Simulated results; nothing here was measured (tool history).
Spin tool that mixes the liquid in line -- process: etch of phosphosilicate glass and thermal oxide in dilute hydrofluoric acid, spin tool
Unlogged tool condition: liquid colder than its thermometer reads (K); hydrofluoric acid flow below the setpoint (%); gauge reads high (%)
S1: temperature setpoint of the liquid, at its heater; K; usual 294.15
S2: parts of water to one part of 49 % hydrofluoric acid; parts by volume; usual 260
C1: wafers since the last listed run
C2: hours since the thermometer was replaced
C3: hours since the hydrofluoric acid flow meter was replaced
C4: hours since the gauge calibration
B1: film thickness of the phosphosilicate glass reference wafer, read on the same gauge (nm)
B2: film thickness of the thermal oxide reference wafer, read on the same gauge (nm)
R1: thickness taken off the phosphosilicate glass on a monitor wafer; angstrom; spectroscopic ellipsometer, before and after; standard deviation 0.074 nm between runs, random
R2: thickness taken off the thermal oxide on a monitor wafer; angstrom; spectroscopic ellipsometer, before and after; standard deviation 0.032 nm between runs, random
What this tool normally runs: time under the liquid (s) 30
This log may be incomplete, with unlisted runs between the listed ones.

Run 1, hour 0: usual settings; C1 0; C2 461; C3 827.8; C4 161.8; B1 110.02; B2 140.012. Result: R1 154.6 angstrom, R2 3.55 angstrom.
Run 2, hour 15.8: usual settings; C1 227; C2 476.8; C3 843.6; C4 177.6; B1 109.97; B2 140.004. Result: R1 153.8 angstrom, R2 4.02 angstrom.
Run 3, hour 28.6: usual settings; C1 184; C2 489.6; C3 856.4; C4 190.4; B1 110.02; B2 139.999. Result: R1 153.9 angstrom, R2 4.08 angstrom.
Run 4, hour 40.3: usual settings; C1 168; C2 501.3; C3 868.1; C4 202.1; B1 110; B2 139.993. Result: R1 155.2 angstrom, R2 3.63 angstrom.
At hour 77.5: thermometer replaced.
Run 5, hour 78.3: usual settings; C1 533; C2 0.8; C3 906.1; C4 240.1; B1 109.98; B2 139.989. Result: R1 163.9 angstrom, R2 4.03 angstrom.
Run 6, hour 88.8: usual settings; C1 151; C2 11.3; C3 916.6; C4 250.6; B1 110; B2 140.014. Result: R1 163.2 angstrom, R2 4.27 angstrom.
Run 7, hour 104.2: usual settings but S1 297.65 K, time under the liquid (s) 50; C1 221; C2 26.7; C3 932; C4 266; B1 110.01; B2 140.011. Result: R1 308.4 angstrom, R2 8.26 angstrom.
Run 8, hour 111: usual settings; C1 97; C2 33.5; C3 938.8; C4 272.8; B1 110; B2 139.987. Result: R1 162.7 angstrom, R2 3.8 angstrom.
Run 9, hour 118.3: usual settings but S1 292.65 K; C1 105; C2 40.8; C3 946.1; C4 280.1; B1 110; B2 140.005. Result: R1 154.3 angstrom, R2 4.7 angstrom.
Run 10, hour 128.6: usual settings but S1 297.65 K; C1 148; C2 51.1; C3 956.4; C4 290.4; B1 110.02; B2 139.988. Result: R1 185.7 angstrom, R2 3.99 angstrom.
Run 11, hour 140.5: usual settings but S2 200 parts by volume, time under the liquid (s) 15; C1 171; C2 63; C3 968.3; C4 302.3; B1 110; B2 140.018. Result: R1 112.4 angstrom, R2 2.91 angstrom.
Run 12, hour 146.8: usual settings; C1 90; C2 69.3; C3 974.6; C4 308.6; B1 110.01; B2 139.998. Result: R1 162.7 angstrom, R2 4.47 angstrom.
Run 13, hour 156.3: usual settings but time under the liquid (s) 45; C1 136; C2 78.8; C3 984.1; C4 318.1; B1 110.01; B2 140.007. Result: R1 244.5 angstrom, R2 6.3 angstrom.
At hour 159: gauge calibrated.
Run 14, hour 169.4: usual settings; C1 188; C2 91.9; C3 997.2; C4 10.4; B1 109.99; B2 140.005. Result: R1 161.4 angstrom, R2 4.04 angstrom.
At hour 171.3: hydrofluoric acid flow meter replaced.
Run 15, hour 183.7: usual settings but time under the liquid (s) 15; C1 191; C2 106.2; C3 12.4; C4 24.7; B1 110.01; B2 139.977. Result: R1 81.2 angstrom, R2 1.92 angstrom.
Run 16, hour 190.9: usual settings but S1 295.65 K, S2 160 parts by volume, time under the liquid (s) 35; C1 103; C2 113.4; C3 19.6; C4 31.9; B1 110; B2 139.992. Result: R1 358.1 angstrom, R2 8.62 angstrom.
Run 17, hour 199: usual settings but S1 290.15 K; C1 116; C2 121.5; C3 27.7; C4 40; B1 109.99; B2 139.984. Result: R1 138.7 angstrom, R2 3.21 angstrom.
Run 18, hour 208.7: usual settings; C1 139; C2 131.2; C3 37.4; C4 49.7; B1 110.01; B2 139.993. Result: R1 161.5 angstrom, R2 4.28 angstrom.
Run 19, hour 219.6: usual settings; C1 157; C2 142.1; C3 48.3; C4 60.6; B1 110; B2 140.018. Result: R1 160.7 angstrom, R2 4.32 angstrom.
Run 20, hour 236.7: usual settings but S1 298.15 K; C1 246; C2 159.2; C3 65.4; C4 77.7; B1 110; B2 139.991. Result: R1 186 angstrom, R2 4.56 angstrom.
Run 21, hour 253.9: usual settings; C1 247; C2 176.4; C3 82.6; C4 94.9; B1 110; B2 140.003. Result: R1 160.4 angstrom, R2 4.18 angstrom.
Run 22, hour 266.3: usual settings but S1 295.65 K, S2 370 parts by volume, time under the liquid (s) 25; C1 178; C2 188.8; C3 95; C4 107.3; B1 109.99; B2 139.981. Result: R1 90.1 angstrom, R2 2.28 angstrom.
Run 23, hour 272.5: usual settings but S1 292.15 K; C1 89; C2 195; C3 101.2; C4 113.5; B1 109.97; B2 139.989. Result: R1 147.1 angstrom, R2 3.42 angstrom.
Run 24, hour 285.1: usual settings but S2 295 parts by volume; C1 181; C2 207.6; C3 113.8; C4 126.1; B1 110.01; B2 140. Result: R1 137.4 angstrom, R2 3.39 angstrom.
Run 25, hour 294.5: usual settings but S1 290.15 K, S2 170 parts by volume, time under the liquid (s) 15; C1 135; C2 217; C3 123.2; C4 135.5; B1 109.99; B2 140.018. Result: R1 113.9 angstrom, R2 3.15 angstrom.
Run 26, hour 307.4: usual settings but S2 170 parts by volume, time under the liquid (s) 15; C1 185; C2 229.9; C3 136.1; C4 148.4; B1 110; B2 140.011. Result: R1 133.9 angstrom, R2 3.7 angstrom.

Some steps in R1 between neighbouring runs. How much of each would the tool show without its hidden state too (settings, what came in, random variation), and how much is left for the hidden state, with any gauge scatter that isn't in both results?
Run 4 -> 5: thermometer replaced. R1 +8.7 angstrom: hidden state +9.2, all else -0.5.
Run 15 -> 16: S1 294.15 -> 295.65, S2 260 -> 160, time under the liquid (s) 15 -> 35. R1 +276.9 angstrom: hidden state -4, all else +280.9.
Run 16 -> 17: S1 295.65 -> 290.15, S2 160 -> 260, time under the liquid (s) 35 -> 30. R1 -219.4 angstrom: hidden state +2.8, all else -222.2.

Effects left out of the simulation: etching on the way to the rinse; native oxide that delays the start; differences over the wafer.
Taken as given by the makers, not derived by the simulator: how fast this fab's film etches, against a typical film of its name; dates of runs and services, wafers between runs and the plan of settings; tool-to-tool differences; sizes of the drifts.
